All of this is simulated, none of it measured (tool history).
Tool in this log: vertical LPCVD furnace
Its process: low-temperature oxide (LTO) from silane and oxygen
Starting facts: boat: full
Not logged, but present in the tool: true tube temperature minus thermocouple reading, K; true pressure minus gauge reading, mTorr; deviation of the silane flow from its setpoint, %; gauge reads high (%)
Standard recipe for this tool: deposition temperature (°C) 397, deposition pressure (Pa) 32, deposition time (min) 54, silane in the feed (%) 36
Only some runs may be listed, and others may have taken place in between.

run    hour  deposition temperature (°C)  deposition pressure (Pa)  deposition time (min)  silane in the feed (%)  wafers since the last listed run  hours since the last temperature calibration  hours since the pressure gauge was zeroed  hours since the silane flow controller was replaced  hours since the gauge calibration  read-back reference wafer on the same gauge, thickness  film thickness on the monitor wafer in the middle of the boat (angstrom)
  1       0                          397                        32                     54                      36                                 0                                        2978.5                                       3743                                               3844.5                              223.4                                                  470.44                                                                    4627.1
  2    82.1                          397                        32                     54                      36                              1012                                        3060.6                                     3825.1                                               3926.6                              305.5                                                  470.62                                                                    4625.4
  3   184.2                          397                        32                     54                      39                              1259                                        3162.7                                     3927.2                                               4028.7                              407.6                                                  470.86                                                                    5143.9
  4   230.2                          397                        32                     54                      36                               567                                        3208.7                                     3973.2                                               4074.7                              453.6                                                  470.52                                                                    4634.7
  5   325.7                          397                        32                     54                      36                              1178                                        3304.2                                     4068.7                                               4170.2                              549.1                                                  471.31                                                                    4630.8
  6     363                          397                        32                     54                      36                               460                                        3341.5                                       4106                                               4207.5                              586.4                                                  471.29                                                                    4639.3
  7   410.1                          397                        32                     54                      36                               581                                        3388.6                                     4153.1                                               4254.6                              633.5                                                  471.27                                                                    4624.9
  8   453.9                          397                        32                     54                      34                               540                                        3432.4                                     4196.9                                               4298.4                              677.3                                                  470.83                                                                    4306.2
  9     538                          397                        32                     54                      34                              1037                                        3516.5                                       4281                                               4382.5                              761.4                                                  470.89                                                                    4283.9
 10   633.4                          397                        32                     54                      36                              1177                                        3611.9                                     4376.4                                               4477.9                              856.8                                                  470.93                                                                      4646
 11   728.3                          397                        32                     54                      36                              1170                                        3706.8                                     4471.3                                               4572.8                              951.7                                                  471.34                                                                    4638.7
      811.7  -- pressure gauge zeroed
 12   967.6                          397                        32                     54                      36                              2656                                        3946.1                                      155.9                                               4812.1                               1191                                                  471.32                                                                    4528.4
 13    1034                          397                        32                     54                      36                               819                                        4012.5                                      222.3                                               4878.5                             1257.4                                                  470.79                                                                    4535.8
     1085.6  -- thermocouples replaced and temperature profile calibrated
 14  1086.1                          400                        32                     54                      36                               346                                           0.5                                      274.4                                               4930.6                             1309.5                                                  471.53                                                                    4676.4
 15  1129.2                          394                      36.7                     54                      33                               531                                          43.6                                      317.5                                               4973.7                             1352.6                                                  471.14                                                                    4473.8
 16  1183.1                          386                      34.7                   46.5                      42                               664                                          97.5                                      371.4                                               5027.6                             1406.5                                                  471.28                                                                    4530.1
     1216.6  -- gauge calibrated
     1252.8  -- silane flow controller replaced
 17  1272.2                          390                        32                     43                      36                               803                                         186.6                                      460.5                                                 19.4                               55.6                                                   470.9                                                                    3330.7
 18    1359                          397                        32                     54                      36                              1070                                         273.4                                      547.3                                                106.2                              142.4                                                  470.74                                                                    4545.2
 19  1442.1                          397                        32                     54                      36                              1025                                         356.5                                      630.4                                                189.3                              225.5                                                  470.94                                                                    4524.1
 20    1547                          397                        32                     54                      34                              1294                                         461.4                                      735.3                                                294.2                              330.4                                                   470.6                                                                    4193.7
 21  1614.4                          401                      35.3                     36                      33                               831                                         528.8                                      802.7                                                361.6                              397.8                                                  471.16                                                                    3115.4
 22  1682.5                          397                        32                   62.5                      36                               840                                         596.9                                      870.8                                                429.7                              465.9                                                  470.78                                                                    5262.7
 23  1768.6                          408                        32                     54                      36                              1062                                           683                                      956.9                                                515.8                                552                                                  471.27                                                                      5143
 24  1820.9                          397                      39.3                     54                      36                               645                                         735.3                                     1009.2                                                568.1                              604.3                                                  471.24                                                                      5585
 25  1895.5                          397                        32                     54                      36                               920                                         809.9                                     1083.8                                                642.7                              678.9                                                  471.11                                                                    4574.3
 26  1977.3                          386                        32                   72.5                      41                              1009                                         891.7                                     1165.6                                                724.5                              760.7                                                  470.83                                                                      6341
 27  2062.8                          402                      37.3                   44.5                      33                              1054                                         977.2                                     1251.1                                                  810                              846.2                                                  471.25                                                                    4131.9
 28  2104.4                          397                        32                     54                      36                               513                                        1018.8                                     1292.7                                                851.6                              887.8                                                  471.05                                                                    4560.9

Predict each of these 5 candidate next runs independently; none follows another, all start after run 28:
  A  2110                          397                        32                   63.5                      36                                69                                        1024.4                                     1298.3                                                857.2                              893.4                                                       ?                                                                         ?
  B  2110                          388                        32                     54                      36                                69                                        1024.4                                     1298.3                                                857.2                              893.4                                                       ?                                                                         ?
  C  2110                          397                        32                     40                      36                                69                                        1024.4                                     1298.3                                                857.2                              893.4                                                       ?                                                                         ?
  D  2110                          397                        28                     54                      30                                69                                        1024.4                                     1298.3                                                857.2                              893.4                                                       ?                                                                         ?
  E  2110                          397                        36                     75                      34                                69                                        1024.4                                     1298.3                                                857.2                              893.4                                                       ?                                                                         ?

run  read-back reference wafer on the same gauge, thickness  film thickness on the monitor wafer in the middle of the boat (angstrom)
  A                                                   470.9                                                                      5364
  B                                                   470.9                                                                    4105.1
  C                                                   470.9                                                                    3378.9
  D                                                   470.9                                                                    3096.3
  E                                                   470.9                                                                    6594.7
Without the tool's hidden state the same runs would have given:
run  film thickness on the monitor wafer in the middle of the boat (angstrom)
  A                                                                    5325.1
  B                                                                    4075.3
  C                                                                    3354.4
  D                                                                    3070.7
  E                                                                    6552.2

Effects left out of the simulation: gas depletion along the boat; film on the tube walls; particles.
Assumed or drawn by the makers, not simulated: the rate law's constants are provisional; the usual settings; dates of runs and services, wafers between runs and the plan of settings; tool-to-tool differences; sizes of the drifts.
